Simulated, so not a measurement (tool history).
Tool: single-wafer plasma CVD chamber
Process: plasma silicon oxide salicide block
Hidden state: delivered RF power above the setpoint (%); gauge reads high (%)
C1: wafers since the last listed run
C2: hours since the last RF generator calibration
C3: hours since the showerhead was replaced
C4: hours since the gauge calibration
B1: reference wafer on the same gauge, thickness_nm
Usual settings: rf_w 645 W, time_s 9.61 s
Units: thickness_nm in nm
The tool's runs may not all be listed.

{"run": 1, "day": 0.0, "rf_w": 645, "time_s": 9.61, "C1": 0, "C2": 655.0, "C3": 4033.2, "C4": 131.8, "B1": 117.084, "thickness_nm": 96.216}
{"run": 2, "day": 0.325, "rf_w": 610, "time_s": 9.61, "C1": 228, "C2": 662.8, "C3": 4041.0, "C4": 139.6, "B1": 117.059, "thickness_nm": 95.305}
{"run": 3, "day": 0.738, "rf_w": 645, "time_s": 9.61, "C1": 289, "C2": 672.7, "C3": 4050.9, "C4": 149.5, "B1": 117.13, "thickness_nm": 96.544}
{"run": 4, "day": 1.371, "rf_w": 645, "time_s": 9.61, "C1": 444, "C2": 687.9, "C3": 4066.1, "C4": 164.7, "B1": 117.104, "thickness_nm": 96.574}
{"run": 5, "day": 2.046, "rf_w": 645, "time_s": 9.61, "C1": 473, "C2": 704.1, "C3": 4082.3, "C4": 180.9, "B1": 117.118, "thickness_nm": 96.509}
{"run": 6, "day": 2.654, "rf_w": 645, "time_s": 9.61, "C1": 426, "C2": 718.7, "C3": 4096.9, "C4": 195.5, "B1": 117.137, "thickness_nm": 96.428}
{"run": 7, "day": 3.367, "rf_w": 645, "time_s": 9.61, "C1": 499, "C2": 735.8, "C3": 4114.0, "C4": 212.6, "B1": 117.085, "thickness_nm": 96.245}
{"day": 3.792, "done": "showerhead replaced"}
{"run": 8, "day": 4.004, "rf_w": 645, "time_s": 9.61, "C1": 213, "C2": 751.1, "C3": 5.1, "C4": 227.9, "B1": 117.147, "thickness_nm": 96.484}
{"run": 9, "day": 4.396, "rf_w": 645, "time_s": 9.61, "C1": 274, "C2": 760.5, "C3": 14.5, "C4": 237.3, "B1": 117.053, "thickness_nm": 96.239}
{"day": 4.475, "done": "gauge calibrated"}
{"run": 10, "day": 5.233, "rf_w": 645, "time_s": 9.61, "C1": 587, "C2": 780.6, "C3": 34.6, "C4": 18.2, "B1": 117.167, "thickness_nm": 96.526}
{"run": 11, "day": 5.933, "rf_w": 645, "time_s": 9.61, "C1": 491, "C2": 797.4, "C3": 51.4, "C4": 35.0, "B1": 117.097, "thickness_nm": 96.477}
{"run": 12, "day": 6.204, "rf_w": 740, "time_s": 9.61, "C1": 190, "C2": 803.9, "C3": 57.9, "C4": 41.5, "B1": 117.057, "thickness_nm": 99.543}
{"run": 13, "day": 6.471, "rf_w": 580, "time_s": 9.61, "C1": 187, "C2": 810.3, "C3": 64.3, "C4": 47.9, "B1": 117.112, "thickness_nm": 94.374}
{"run": 14, "day": 7.008, "rf_w": 645, "time_s": 9.61, "C1": 377, "C2": 823.2, "C3": 77.2, "C4": 60.8, "B1": 117.132, "thickness_nm": 96.393}
{"run": 15, "day": 7.733, "rf_w": 760, "time_s": 8.83, "C1": 508, "C2": 840.6, "C3": 94.6, "C4": 78.2, "B1": 117.069, "thickness_nm": 91.817}
{"day": 8.488, "done": "RF generator calibrated"}
{"run": 16, "day": 8.508, "rf_w": 645, "time_s": 9.61, "C1": 309, "C2": 0.5, "C3": 113.2, "C4": 96.8, "B1": 117.101, "thickness_nm": 98.025}
{"run": 17, "day": 8.521, "rf_w": 745, "time_s": 10.44, "C1": 8, "C2": 0.8, "C3": 113.5, "C4": 97.1, "B1": 117.058, "thickness_nm": 109.918}
{"run": 18, "day": 8.796, "rf_w": 725, "time_s": 11.52, "C1": 192, "C2": 7.4, "C3": 120.1, "C4": 103.7, "B1": 117.111, "thickness_nm": 120.371}
{"run": 19, "day": 9.288, "rf_w": 740, "time_s": 10.36, "C1": 345, "C2": 19.2, "C3": 131.9, "C4": 115.5, "B1": 117.129, "thickness_nm": 108.732}
{"run": 20, "day": 9.671, "rf_w": 755, "time_s": 10.94, "C1": 269, "C2": 28.4, "C3": 141.1, "C4": 124.7, "B1": 117.086, "thickness_nm": 115.13}
{"run": 21, "day": 10.346, "rf_w": 685, "time_s": 7.88, "C1": 473, "C2": 44.6, "C3": 157.3, "C4": 140.9, "B1": 117.104, "thickness_nm": 81.357}
{"run": 22, "day": 11.05, "rf_w": 645, "time_s": 10.14, "C1": 494, "C2": 61.5, "C3": 174.2, "C4": 157.8, "B1": 117.056, "thickness_nm": 103.033}

3 ways to go on from here, each from the tool as it stands after run 22. What would each give?
{"run": "A", "day": 11.067, "rf_w": 645, "time_s": 10.28, "C1": 11, "C2": 61.9, "C3": 174.6, "C4": 158.2, "B1": "?", "thickness_nm": "?"}
{"run": "B", "day": 11.067, "rf_w": 535, "time_s": 11.49, "C1": 11, "C2": 61.9, "C3": 174.6, "C4": 158.2, "B1": "?", "thickness_nm": "?"}
{"run": "C", "day": 11.067, "rf_w": 680, "time_s": 8.71, "C1": 11, "C2": 61.9, "C3": 174.6, "C4": 158.2, "B1": "?", "thickness_nm": "?"}

run=A B1=117.081 thickness_nm=104.340
run=B B1=117.081 thickness_nm=112.303
run=C B1=117.081 thickness_nm=89.390
Without the tool's hidden state the same runs would have given:
run=A thickness_nm=104.784
run=B thickness_nm=112.780
run=C thickness_nm=89.770
